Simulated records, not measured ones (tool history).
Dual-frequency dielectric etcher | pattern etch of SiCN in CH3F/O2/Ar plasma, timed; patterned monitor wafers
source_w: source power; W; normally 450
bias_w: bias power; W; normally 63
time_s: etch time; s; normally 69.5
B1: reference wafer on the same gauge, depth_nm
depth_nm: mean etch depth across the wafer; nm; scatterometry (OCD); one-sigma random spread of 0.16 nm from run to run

Run 1, day 0: usual settings but time_s 84 s; B1 26.06. Result: depth_nm 33.86 nm.
Run 2, day 1.592: usual settings but time_s 84 s; B1 26.13. Result: depth_nm 34.08 nm.
Run 3, day 4.212: usual settings but time_s 62.5 s; B1 26.16. Result: depth_nm 25.9 nm.
Run 4, day 7.712: usual settings but time_s 62.5 s; B1 26.09. Result: depth_nm 25.87 nm.
Run 5, day 11.65: usual settings but time_s 62.5 s; B1 26.15. Result: depth_nm 25.93 nm.
Run 6, day 14.688: usual settings; B1 26.08. Result: depth_nm 29.08 nm.
At day 17.471: upper electrode replaced.
At day 18.633: gauge calibrated.
Run 7, day 19.05: usual settings but bias_w 76 W; B1 26.06. Result: depth_nm 30.35 nm.
At day 19.283: bias power generator calibrated.
Run 8, day 22.15: usual settings but source_w 480 W, time_s 84.5 s; B1 26.07. Result: depth_nm 36.94 nm.
At day 23.275: wet clean of the chamber.
Run 9, day 24.296: usual settings; B1 26.11. Result: depth_nm 28.71 nm.
Run 10, day 27: usual settings; B1 26.07. Result: depth_nm 28.78 nm.
Run 11, day 30.971: usual settings but source_w 520 W, bias_w 59 W, time_s 63 s; B1 26.14. Result: depth_nm 28.16 nm.
Run 12, day 35.067: usual settings; B1 26.09. Result: depth_nm 29.26 nm.
Run 13, day 37.546: usual settings but source_w 410 W; B1 26.04. Result: depth_nm 27.43 nm.
Run 14, day 43.388: usual settings but source_w 490 W, bias_w 52 W, time_s 85.5 s; B1 26.12. Result: depth_nm 36.7 nm.
Run 15, day 46.746: usual settings but bias_w 59 W, time_s 52.5 s; B1 26.04. Result: depth_nm 22.14 nm.
Run 16, day 50.988: usual settings but bias_w 48 W; B1 26.09. Result: depth_nm 28.38 nm.
Run 17, day 53.317: usual settings but source_w 490 W, bias_w 57 W, time_s 49 s; B1 26.05. Result: depth_nm 21.82 nm.
At day 56.346: wet clean of the chamber.
Run 18, day 56.55: usual settings but source_w 400 W, bias_w 74 W, time_s 78.5 s; B1 26.04. Result: depth_nm 31.23 nm.
At day 56.842: source power generator calibrated.
Run 19, day 60.238: usual settings but time_s 62.5 s; B1 26.06. Result: depth_nm 25.23 nm.
Run 20, day 63.771: usual settings but source_w 350 W, bias_w 74 W; B1 26.09. Result: depth_nm 24.88 nm.
Run 21, day 65.762: usual settings but source_w 400 W, bias_w 50 W; B1 26.06. Result: depth_nm 25.16 nm.
Run 22, day 67.567: usual settings but source_w 480 W, bias_w 48 W, time_s 62.5 s; B1 26.1. Result: depth_nm 25.2 nm.
Run 23, day 71.979: usual settings; B1 26.17. Result: depth_nm 28.54 nm.
Run 24, day 76.05: usual settings; B1 26.07. Result: depth_nm 28.62 nm.
Run 25, day 80.304: usual settings but source_w 420 W, time_s 59.5 s; B1 26.04. Result: depth_nm 24.14 nm.
At day 83.262: wet clean of the chamber.
Run 26, day 84.071: usual settings; B1 26.03. Result: depth_nm 27.62 nm.
Run 27, day 86.371: usual settings; B1 26.14. Result: depth_nm 27.82 nm.
Run 28, day 88.792: usual settings but source_w 380 W, bias_w 78 W, time_s 86 s; B1 26.07. Result: depth_nm 32.81 nm.
Run 29, day 90.967: usual settings; B1 26.11. Result: depth_nm 28.18 nm.

What the log doesn't show, run by run:
bias power that arrives over what is set, %: 0 across all the runs
gauge reads high (%): 0 across all the runs
H1: etch rate over this chamber's usual, %
H2: source power that arrives over what is set, %
run      H1     H2
  1   0.182   2.71
  2   0.445   2.76
  3   0.879   2.84
  4    1.46   2.95
  5    2.11   3.07
  6    2.61   3.17
  7    3.34    3.3
  8    3.85    3.4
  9   0.897   3.46
 10    1.34   3.55
 11       2   3.67
 12    2.68    3.8
 13    3.09   3.88
 14    4.06   4.06
 15    4.62   4.16
 16    5.32   4.29
 17     5.7   4.37
 18   0.499   4.47
 19    1.11  0.385
 20     1.7  0.495
 21    2.03  0.557
 22    2.32  0.613
 23    3.05   0.75
 24    3.73  0.877
 25    4.43   1.01
 26  -0.199   1.13
 27   0.181    1.2
 28   0.582   1.27
 29   0.943   1.34

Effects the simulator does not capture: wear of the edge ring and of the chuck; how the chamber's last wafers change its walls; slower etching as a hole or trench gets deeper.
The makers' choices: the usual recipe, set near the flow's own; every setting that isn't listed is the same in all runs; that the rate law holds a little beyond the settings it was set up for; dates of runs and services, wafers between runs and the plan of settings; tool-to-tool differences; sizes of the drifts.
